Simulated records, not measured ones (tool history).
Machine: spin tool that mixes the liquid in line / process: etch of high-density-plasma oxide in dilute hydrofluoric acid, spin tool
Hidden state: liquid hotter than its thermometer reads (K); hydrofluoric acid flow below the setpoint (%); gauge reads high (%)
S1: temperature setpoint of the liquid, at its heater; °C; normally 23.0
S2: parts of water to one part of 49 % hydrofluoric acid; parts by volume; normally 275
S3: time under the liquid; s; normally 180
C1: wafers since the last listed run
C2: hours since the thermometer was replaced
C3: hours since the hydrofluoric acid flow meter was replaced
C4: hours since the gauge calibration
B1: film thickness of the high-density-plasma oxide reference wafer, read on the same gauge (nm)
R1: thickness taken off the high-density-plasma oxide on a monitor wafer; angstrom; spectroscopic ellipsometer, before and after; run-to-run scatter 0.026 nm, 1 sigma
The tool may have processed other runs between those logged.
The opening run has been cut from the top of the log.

run,hour,S1,S2,S3,C1,C2,C3,C4,B1,R1
2,17.9,23.0,275,180,153,1070.4,391.3,212.7,149.979,29.31
3,25.5,23.0,275,180,65,1078.0,398.9,220.3,149.972,29.09
4,36.1,23.0,275,180,90,1088.6,409.5,230.9,150.027,29.80
# hour 41.2: thermometer replaced
5,44.7,23.0,275,180,65,3.5,418.1,239.5,150.018,26.70
6,59.5,23.0,275,180,126,18.3,432.9,254.3,150.016,27.40
7,66.5,23.0,275,180,59,25.3,439.9,261.3,150.006,26.97
8,78.2,23.0,275,180,100,37.0,451.6,273.0,150.034,27.27
# hour 88.2: gauge calibrated
9,89.5,23.0,275,180,96,48.3,462.9,1.3,150.017,27.16
10,100.3,23.0,275,180,92,59.1,473.7,12.1,150.003,26.64
11,106.4,19.0,230,250,52,65.2,479.8,18.2,149.986,40.35
12,123.2,23.0,275,180,143,82.0,496.6,35.0,150.049,27.06
13,136.6,24.5,215,115,114,95.4,510.0,48.4,150.009,24.56
14,159.5,21.5,275,100,196,118.3,532.9,71.3,150.004,13.95
15,173.3,23.0,275,250,118,132.1,546.7,85.1,149.978,37.28
16,189.2,23.0,160,180,136,148.0,562.6,101.0,150.037,52.60

What will run 17 give?
17,202.2,23.0,275,180,111,161.0,575.6,114.0,?,?

Run 17 yielded B1 149.994, R1 26.92 angstrom.
Take away the tool's hidden state, keep the run-to-run variation as it was, and the same run would have given R1 27.71 angstrom.
